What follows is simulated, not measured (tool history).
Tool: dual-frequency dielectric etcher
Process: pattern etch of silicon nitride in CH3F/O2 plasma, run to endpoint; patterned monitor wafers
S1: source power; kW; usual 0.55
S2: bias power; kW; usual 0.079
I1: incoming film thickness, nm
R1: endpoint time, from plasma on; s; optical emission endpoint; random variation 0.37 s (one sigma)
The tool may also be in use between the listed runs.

run,hour,S1,S2,I1,R1
1,0,0.46,0.079,111,127.9
2,21.4,0.55,0.079,111,118.9
3,43.5,0.55,0.079,111,119.1
4,59,0.55,0.079,112,120.4
# hour 95.6: wet clean of the chamber
5,96.1,0.55,0.079,110.6,118.2
6,113.3,0.55,0.095,111.9,109.2
7,141.5,0.62,0.079,112.2,114.8
8,162.2,0.55,0.079,111.3,120.1
9,184.6,0.55,0.079,110.4,118.4
# hour 208: bias power generator calibrated
10,248.5,0.55,0.079,111.2,117.5
11,275.8,0.55,0.079,112,118.3
12,302.1,0.43,0.068,110.8,140
13,315.8,0.55,0.079,111.2,117.8
14,346.7,0.55,0.079,111,117.7
# hour 371.6: upper electrode replaced, of another model than before
15,421.9,0.55,0.079,111,118.8
16,454,0.55,0.079,111.8,119.6
17,479.3,0.66,0.068,110.7,124.5
# hour 509.6: wet clean of the chamber
18,511.5,0.45,0.067,111.7,143.7
19,533.6,0.55,0.064,110.7,138.5
20,551.2,0.68,0.079,110.7,111.4
# hour 567.1: source power generator calibrated
21,573.5,0.66,0.069,111.8,124.9
22,607.9,0.55,0.079,112.4,120.4
23,622.2,0.68,0.064,112.7,132.1
24,636,0.51,0.068,110.9,137.2
25,665.9,0.64,0.065,112.1,132.8
26,689.1,0.55,0.079,112.3,120.9
27,702.9,0.55,0.079,111.2,119.6
28,737.7,0.46,0.079,110.6,126.5
29,755.5,0.63,0.092,111.9,104.9
30,768.5,0.46,0.097,112.4,111.2
31,796.7,0.55,0.085,109.9,112.9
32,817,0.43,0.098,111.2,111.7

The next listed run, before its measurement:
33,841.2,0.48,0.089,109.6,?

Run 33 gave R1 113.9 s.
Without the tool's hidden state the same run would have given R1 111.3 s.

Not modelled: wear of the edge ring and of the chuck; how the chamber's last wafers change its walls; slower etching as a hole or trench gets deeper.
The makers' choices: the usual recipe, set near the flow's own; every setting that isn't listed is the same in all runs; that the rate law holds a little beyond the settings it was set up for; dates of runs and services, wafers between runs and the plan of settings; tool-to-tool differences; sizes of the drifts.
